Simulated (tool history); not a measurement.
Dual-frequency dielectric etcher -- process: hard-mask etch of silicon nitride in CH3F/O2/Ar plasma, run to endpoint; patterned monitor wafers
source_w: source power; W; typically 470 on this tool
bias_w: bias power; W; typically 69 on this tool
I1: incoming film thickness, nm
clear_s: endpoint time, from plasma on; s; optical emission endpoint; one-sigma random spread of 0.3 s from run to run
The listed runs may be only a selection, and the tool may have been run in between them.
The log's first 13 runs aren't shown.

At hour 853.9: wet clean of the chamber.
Run 14, hour 937.2: usual settings but source_w 430 W, bias_w 83 W; I1 35.60. Result: clear_s 52.3 s.
Run 15, hour 1003.4: usual settings but bias_w 77 W; I1 35.20. Result: clear_s 49.9 s.
Run 16, hour 1187.4: usual settings; I1 35.69. Result: clear_s 52.2 s.
Run 17, hour 1248.3: usual settings; I1 35.41. Result: clear_s 51.2 s.
Run 18, hour 1347.1: usual settings but source_w 400 W, bias_w 61 W; I1 35.24. Result: clear_s 55.8 s.
At hour 1407.2: wet clean of the chamber.
At hour 1414.0: bias power generator calibrated.
Run 19, hour 1438.1: usual settings but source_w 540 W, bias_w 77 W; I1 35.10. Result: clear_s 47.3 s.
At hour 1525.2: source power generator calibrated.
At hour 1690.6: upper electrode replaced.
Run 20, hour 1725.9: usual settings but source_w 410 W, bias_w 62 W; I1 35.30. Result: clear_s 55.9 s.
Run 21, hour 1823.0: usual settings but source_w 400 W, bias_w 60 W; I1 35.77. Result: clear_s 57.9 s.
Run 22, hour 1876.2: usual settings; I1 35.27. Result: clear_s 50.7 s.
Run 23, hour 1952.6: usual settings; I1 35.69. Result: clear_s 50.5 s.
At hour 1986.1: wet clean of the chamber.
Run 24, hour 2024.7: usual settings but source_w 360 W, bias_w 57 W; I1 35.86. Result: clear_s 64.3 s.
Run 25, hour 2095.9: usual settings but bias_w 79 W; I1 35.73. Result: clear_s 50.4 s.
Run 26, hour 2199.3: usual settings; I1 35.00. Result: clear_s 51.2 s.
Run 27, hour 2286.5: usual settings; I1 35.63. Result: clear_s 51.5 s.
Run 28, hour 2342.0: usual settings but source_w 420 W, bias_w 58 W; I1 35.43. Result: clear_s 56.6 s.
Run 29, hour 2446.0: usual settings but source_w 380 W, bias_w 57 W; I1 35.41. Result: clear_s 58.9 s.
Run 30, hour 2526.5: usual settings but source_w 430 W, bias_w 62 W; I1 35.51. Result: clear_s 54.4 s.
At hour 2550.8: wet clean of the chamber.
Run 31, hour 2591.4: usual settings but source_w 570 W, bias_w 76 W; I1 35.27. Result: clear_s 46.4 s.
Run 32, hour 2687.8: usual settings; I1 35.49. Result: clear_s 52.1 s.
Run 33, hour 2746.9: usual settings but source_w 530 W; I1 35.51. Result: clear_s 49.1 s.

4 ways to go on from here, each from the tool as it stands after run 33. What would each give?
Run A, hour 2747.3: usual settings; I1 35.08. Result: clear_s ?.
Run B, hour 2747.3: usual settings but source_w 550 W, bias_w 61 W; I1 35.08. Result: clear_s ?.
Run C, hour 2747.3: usual settings but source_w 590 W, bias_w 86 W; I1 35.08. Result: clear_s ?.
Run D, hour 2747.3: usual settings but source_w 370 W, bias_w 52 W; I1 35.08. Result: clear_s ?.

run  clear_s
  A     51.1
  B     49.2
  C     43.2
  D     62.1
Without the tool's hidden state the same runs would have given:
run  clear_s
  A     52.3
  B     50.3
  C     44.2
  D     63.5
